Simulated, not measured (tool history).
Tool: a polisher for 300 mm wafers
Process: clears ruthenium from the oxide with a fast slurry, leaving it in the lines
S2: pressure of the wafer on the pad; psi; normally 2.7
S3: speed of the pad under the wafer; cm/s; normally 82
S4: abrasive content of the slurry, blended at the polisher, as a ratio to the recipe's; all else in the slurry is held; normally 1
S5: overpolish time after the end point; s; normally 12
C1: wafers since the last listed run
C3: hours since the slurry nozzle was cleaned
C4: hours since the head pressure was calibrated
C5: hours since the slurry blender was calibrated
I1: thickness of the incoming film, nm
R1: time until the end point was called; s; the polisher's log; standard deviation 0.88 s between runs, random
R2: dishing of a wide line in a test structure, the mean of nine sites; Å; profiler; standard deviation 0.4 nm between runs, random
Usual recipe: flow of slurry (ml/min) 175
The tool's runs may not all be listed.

{"run": 1, "day": 0.0, "flow of slurry (ml/min)": 175, "S2": 2.7, "S3": 82, "S4": 1, "S5": 12, "C1": 0, "wafers polished on this pad": 35, "C3": 197.7, "C4": 1443.4, "C5": 405, "I1": 211.9, "R1": 58.5, "R2": 366}
{"run": 2, "day": 0.712, "flow of slurry (ml/min)": 175, "S2": 2.7, "S3": 82, "S4": 1, "S5": 12, "C1": 123, "wafers polished on this pad": 159, "C3": 214.8, "C4": 1460.5, "C5": 422.1, "I1": 209.3, "R1": 63.2, "R2": 356}
{"run": 3, "day": 1.05, "flow of slurry (ml/min)": 175, "S2": 2.7, "S3": 82, "S4": 1, "S5": 12, "C1": 58, "wafers polished on this pad": 217, "C3": 222.9, "C4": 1468.6, "C5": 430.2, "I1": 211, "R1": 63.4, "R2": 355}
{"day": 1.321, "done": "head pressure recalibrated"}
{"day": 1.571, "done": "slurry blender recalibrated"}
{"run": 4, "day": 1.712, "flow of slurry (ml/min)": 175, "S2": 2.7, "S3": 82, "S4": 1, "S5": 12, "C1": 86, "wafers polished on this pad": 304, "C3": 238.8, "C4": 9.4, "C5": 3.4, "I1": 211.6, "R1": 66.4, "R2": 345}
{"run": 5, "day": 2.458, "flow of slurry (ml/min)": 175, "S2": 2.7, "S3": 82, "S4": 1, "S5": 12, "C1": 129, "wafers polished on this pad": 433, "C3": 256.7, "C4": 27.3, "C5": 21.3, "I1": 212.9, "R1": 66.8, "R2": 332}
{"run": 6, "day": 2.925, "flow of slurry (ml/min)": 175, "S2": 2.7, "S3": 82, "S4": 1, "S5": 12, "C1": 81, "wafers polished on this pad": 515, "C3": 267.9, "C4": 38.5, "C5": 32.5, "I1": 212, "R1": 66.5, "R2": 331}
{"run": 7, "day": 3.312, "flow of slurry (ml/min)": 175, "S2": 2.7, "S3": 82, "S4": 1, "S5": 12, "C1": 67, "wafers polished on this pad": 582, "C3": 277.2, "C4": 47.8, "C5": 41.8, "I1": 211.6, "R1": 68.4, "R2": 334}
{"day": 3.925, "done": "worn pad replaced by a new one"}
{"run": 8, "day": 4.142, "flow of slurry (ml/min)": 175, "S2": 3.2, "S3": 82, "S4": 1, "S5": 12, "C1": 115, "wafers polished on this pad": 37, "C3": 297.1, "C4": 67.7, "C5": 61.7, "I1": 213.8, "R1": 52.8, "R2": 413}
{"run": 9, "day": 4.408, "flow of slurry (ml/min)": 175, "S2": 2.7, "S3": 82, "S4": 1.2, "S5": 12, "C1": 46, "wafers polished on this pad": 83, "C3": 303.5, "C4": 74.1, "C5": 68.1, "I1": 209.4, "R1": 53.7, "R2": 389}
{"run": 10, "day": 4.958, "flow of slurry (ml/min)": 130, "S2": 1.9, "S3": 82, "S4": 1, "S5": 12, "C1": 95, "wafers polished on this pad": 179, "C3": 316.7, "C4": 87.3, "C5": 81.3, "I1": 209.8, "R1": 91.2, "R2": 243}
{"run": 11, "day": 5.533, "flow of slurry (ml/min)": 175, "S2": 2.7, "S3": 82, "S4": 1, "S5": 12, "C1": 100, "wafers polished on this pad": 279, "C3": 330.5, "C4": 101.1, "C5": 95.1, "I1": 210.3, "R1": 65, "R2": 338}
{"run": 12, "day": 5.975, "flow of slurry (ml/min)": 175, "S2": 2.7, "S3": 64, "S4": 0.9, "S5": 12, "C1": 76, "wafers polished on this pad": 356, "C3": 341.1, "C4": 111.7, "C5": 105.7, "I1": 212.9, "R1": 88.5, "R2": 248}
{"day": 6.033, "done": "slurry nozzle cleaned"}
{"run": 13, "day": 6.575, "flow of slurry (ml/min)": 215, "S2": 2.7, "S3": 98, "S4": 1.1, "S5": 16, "C1": 97, "wafers polished on this pad": 453, "C3": 13, "C4": 126.1, "C5": 120.1, "I1": 209.7, "R1": 51.4, "R2": 541}
{"run": 14, "day": 6.958, "flow of slurry (ml/min)": 130, "S2": 2.7, "S3": 66, "S4": 1, "S5": 12, "C1": 66, "wafers polished on this pad": 520, "C3": 22.2, "C4": 135.3, "C5": 129.3, "I1": 210.4, "R1": 83.8, "R2": 259}
{"run": 15, "day": 7.454, "flow of slurry (ml/min)": 145, "S2": 2.7, "S3": 82, "S4": 1.1, "S5": 12, "C1": 86, "wafers polished on this pad": 606, "C3": 34.1, "C4": 147.2, "C5": 141.2, "I1": 209.6, "R1": 65.5, "R2": 338}
{"run": 16, "day": 8.154, "flow of slurry (ml/min)": 220, "S2": 2.7, "S3": 82, "S4": 1, "S5": 12, "C1": 121, "wafers polished on this pad": 728, "C3": 50.9, "C4": 164, "C5": 158, "I1": 210.8, "R1": 65.6, "R2": 338}
{"run": 17, "day": 8.783, "flow of slurry (ml/min)": 175, "S2": 1.8, "S3": 82, "S4": 1, "S5": 9, "C1": 109, "wafers polished on this pad": 837, "C3": 66, "C4": 179.1, "C5": 173.1, "I1": 210.5, "R1": 99.7, "R2": 177}
{"day": 9.288, "done": "worn pad replaced by a new one"}
{"run": 18, "day": 9.383, "flow of slurry (ml/min)": 190, "S2": 2.7, "S3": 90, "S4": 1, "S5": 15, "C1": 75, "wafers polished on this pad": 16, "C3": 80.4, "C4": 193.5, "C5": 187.5, "I1": 210.4, "R1": 53.6, "R2": 488}
{"run": 19, "day": 9.904, "flow of slurry (ml/min)": 175, "S2": 2.7, "S3": 82, "S4": 1, "S5": 12, "C1": 90, "wafers polished on this pad": 107, "C3": 92.9, "C4": 206, "C5": 200, "I1": 209.6, "R1": 60.7, "R2": 358}
{"run": 20, "day": 10.596, "flow of slurry (ml/min)": 175, "S2": 3, "S3": 82, "S4": 1, "S5": 12, "C1": 120, "wafers polished on this pad": 227, "C3": 109.5, "C4": 222.6, "C5": 216.6, "I1": 210.4, "R1": 55.6, "R2": 379}
{"run": 21, "day": 11.067, "flow of slurry (ml/min)": 175, "S2": 2.7, "S3": 82, "S4": 1, "S5": 12, "C1": 81, "wafers polished on this pad": 309, "C3": 120.8, "C4": 233.9, "C5": 227.9, "I1": 209.2, "R1": 65.5, "R2": 334}
{"run": 22, "day": 11.538, "flow of slurry (ml/min)": 175, "S2": 2.7, "S3": 82, "S4": 1, "S5": 12, "C1": 81, "wafers polished on this pad": 391, "C3": 132.1, "C4": 245.2, "C5": 239.2, "I1": 209.9, "R1": 64.8, "R2": 333}
{"run": 23, "day": 12.125, "flow of slurry (ml/min)": 215, "S2": 2.3, "S3": 82, "S4": 0.8, "S5": 12, "C1": 102, "wafers polished on this pad": 494, "C3": 146.2, "C4": 259.3, "C5": 253.3, "I1": 211.4, "R1": 90.4, "R2": 254}
{"run": 24, "day": 12.612, "flow of slurry (ml/min)": 175, "S2": 2.7, "S3": 82, "S4": 0.8, "S5": 12, "C1": 84, "wafers polished on this pad": 578, "C3": 157.9, "C4": 271, "C5": 265, "I1": 213, "R1": 80.9, "R2": 279}
{"run": 25, "day": 13.288, "flow of slurry (ml/min)": 175, "S2": 2.7, "S3": 66, "S4": 1, "S5": 12, "C1": 117, "wafers polished on this pad": 696, "C3": 174.1, "C4": 287.2, "C5": 281.2, "I1": 206.8, "R1": 79.6, "R2": 273}
{"run": 26, "day": 14.008, "flow of slurry (ml/min)": 120, "S2": 2.2, "S3": 96, "S4": 0.85, "S5": 12, "C1": 125, "wafers polished on this pad": 821, "C3": 191.4, "C4": 304.5, "C5": 298.5, "I1": 208.8, "R1": 82.8, "R2": 266}
{"day": 14.179, "done": "worn pad replaced by a new one"}
{"run": 27, "day": 14.642, "flow of slurry (ml/min)": 160, "S2": 3.3, "S3": 82, "S4": 0.85, "S5": 7, "C1": 81, "wafers polished on this pad": 80, "C3": 206.6, "C4": 319.7, "C5": 313.7, "I1": 213.4, "R1": 58.7, "R2": 231}
{"run": 28, "day": 15.088, "flow of slurry (ml/min)": 175, "S2": 2.7, "S3": 96, "S4": 1, "S5": 10, "C1": 77, "wafers polished on this pad": 157, "C3": 217.3, "C4": 330.4, "C5": 324.4, "I1": 212.5, "R1": 54.6, "R2": 343}
{"run": 29, "day": 15.504, "flow of slurry (ml/min)": 175, "S2": 2.7, "S3": 82, "S4": 1, "S5": 12, "C1": 72, "wafers polished on this pad": 230, "C3": 227.3, "C4": 340.4, "C5": 334.4, "I1": 212.9, "R1": 64.2, "R2": 343}

Some steps in R1, run to run, broken into two amounts with sign: the step expected even without the hidden condition (settings, incoming material, random variation), and the rest, left for the hidden condition together with whatever gauge scatter is not in both the measured and the hidden-condition-free result:
Unlogged tool condition in this case: removal rate lost through wear of the pad, %; slurry flow missing at the pad, %; deviation of the head's pressure from its setpoint, %; abrasive missing from the slurry, %.
Run 9 -> 10: flow of slurry (ml/min) 175 -> 130, S2 2.7 -> 1.9, S4 1.2 -> 1. R1 +37.5 s: hidden state +4.3, all else +33.2.
Run 17 -> 18: flow of slurry (ml/min) 175 -> 190, S2 1.8 -> 2.7, S3 82 -> 90, S5 9 -> 15, worn pad replaced by a new one. R1 -46.1 s: hidden state -12.8, all else -33.3.
Run 26 -> 27: flow of slurry (ml/min) 120 -> 160, S2 2.2 -> 3.3, S3 96 -> 82, S5 12 -> 7, worn pad replaced by a new one. R1 -24.1 s: hidden state -8.5, all else -15.6.
